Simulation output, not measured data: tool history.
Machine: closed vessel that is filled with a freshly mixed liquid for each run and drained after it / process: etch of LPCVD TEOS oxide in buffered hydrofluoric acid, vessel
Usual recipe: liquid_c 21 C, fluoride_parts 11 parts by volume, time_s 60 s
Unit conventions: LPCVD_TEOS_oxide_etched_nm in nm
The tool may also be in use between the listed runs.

run     day  liquid_c  fluoride_parts  time_s  read-back film thickness of the LPCVD TEOS oxide reference wafer, read on the same gauge (nm)  LPCVD_TEOS_oxide_etched_nm
  1       0        21              11      60                                                                                         109.99                       113.1
  2   4.304        21              11      60                                                                                         109.98                      114.48
      6.296  -- thermometer replaced
      6.842  -- hydrofluoric acid flow meter replaced
  3   8.508        21              11      60                                                                                         109.99                         106
  4  11.721        21              11      60                                                                                         110.01                      105.67
  5  13.796        21              11      60                                                                                         110.01                      106.66
  6  17.912        21             8.5      60                                                                                         109.97                      133.82
  7  20.771        21             8.5      60                                                                                         109.99                      133.73
  8  22.692        21             8.5      60                                                                                         110.02                      135.22
  9  24.362        21              11      60                                                                                         110.01                      107.75
 10    26.9        18              11      60                                                                                         109.99                       91.97
 11  30.362        18              11      60                                                                                         110.01                       91.86
 12    33.1        18              11      60                                                                                         110.03                       92.49
 13  37.188        21              11      60                                                                                         110.06                      109.78
 14  40.388        21              11      75                                                                                         109.99                      138.42
 15  43.438        18              11      60                                                                                         110.05                       93.58
 16  45.421        19             7.5      80                                                                                         110.02                      189.24
 17  47.512        21              11      60                                                                                         110.01                       110.5
 18  51.792        21              11      40                                                                                            110                        75.5
     53.733  -- gauge calibrated
 19  55.275      19.5              11      50                                                                                         109.99                       86.07
     55.383  -- thermometer replaced
 20  57.412        21              11      60                                                                                         110.02                      104.38
 21  59.367      23.5              11      80                                                                                         110.02                      162.39
 22  60.904        24               8      60                                                                                         109.98                      166.97
 23  62.629        21              11      60                                                                                         110.01                      105.48
     64.875  -- hydrofluoric acid flow meter replaced
 24  65.254      22.5            12.5      35                                                                                         110.02                       58.98
 25  67.279        19              13      60                                                                                         109.99                        81.1
 26  69.321        25              11      60                                                                                         109.98                       131.7
 27  70.867        21              11      60                                                                                            110                      107.65
 28  72.733        21              11      60                                                                                            110                      106.89
 29  77.225        24            14.5      30                                                                                         109.99                       47.88
 30  80.488      18.5            13.5      75                                                                                         109.96                       95.55
 31  90.488        21              11      60                                                                                         109.99                      109.52
 32  91.988        25               8      45                                                                                            110                      136.73

For each run, what was the tool's unlogged condition?
hydrofluoric acid flow below the setpoint (%): 0 on each run
gauge reads high (%): 0 on each run
H1: liquid hotter than its thermometer reads (K)
run      H1
  1    1.43
  2    1.53
  3    0.14
  4   0.217
  5   0.267
  6   0.366
  7   0.435
  8   0.481
  9   0.521
 10   0.582
 11   0.665
 12   0.731
 13   0.829
 14   0.906
 15    0.98
 16    1.03
 17    1.08
 18    1.18
 19    1.26
 20  0.0648
 21   0.112
 22   0.149
 23    0.19
 24   0.253
 25   0.302
 26   0.351
 27   0.388
 28   0.433
 29   0.541
 30   0.619
 31   0.859
 32   0.896

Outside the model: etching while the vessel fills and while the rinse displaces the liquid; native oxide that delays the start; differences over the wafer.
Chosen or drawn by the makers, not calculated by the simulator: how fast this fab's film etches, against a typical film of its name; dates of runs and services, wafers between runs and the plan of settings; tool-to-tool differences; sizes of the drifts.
